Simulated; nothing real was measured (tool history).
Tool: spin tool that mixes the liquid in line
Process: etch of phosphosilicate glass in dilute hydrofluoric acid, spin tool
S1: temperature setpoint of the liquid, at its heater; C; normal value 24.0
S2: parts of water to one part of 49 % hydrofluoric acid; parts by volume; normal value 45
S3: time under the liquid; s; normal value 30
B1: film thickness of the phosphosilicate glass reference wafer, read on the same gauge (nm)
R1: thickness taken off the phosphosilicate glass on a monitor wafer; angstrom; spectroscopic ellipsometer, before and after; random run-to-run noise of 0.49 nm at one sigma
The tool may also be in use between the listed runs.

run	hour	S1	S2	S3	B1	R1
1	0.0	24.0	55	30	139.99	1013.0
2	14.3	24.0	55	30	140.01	1022.6
3	41.7	21.5	45	30	140.01	1137.8
4	59.3	21.5	45	30	139.97	1130.2
5	70.3	24.0	45	30	140.01	1266.7
6	82.1	24.0	45	30	140.02	1267.4
7	92.3	24.0	45	30	140.01	1268.3
# hour 94.7: gauge calibrated
8	98.8	27.5	45	20	140.03	978.2
9	115.6	24.0	45	30	140.03	1278.3
# hour 126.1: thermometer replaced
10	126.6	21.5	45	30	139.95	1148.2
# hour 129.9: hydrofluoric acid flow meter replaced
11	139.8	24.0	65	15	139.99	378.3
12	147.9	27.5	35	30	139.96	1693.6
13	155.7	24.0	60	25	140.02	687.8

Run 14 is up next; what results do you expect?
14	170.3	22.5	45	40	?	?

B1: 139.98
R1: 1391.8 angstrom
Were there no unlogged condition in the tool, this run, its random variation unchanged, would have produced R1 1361.4 angstrom.
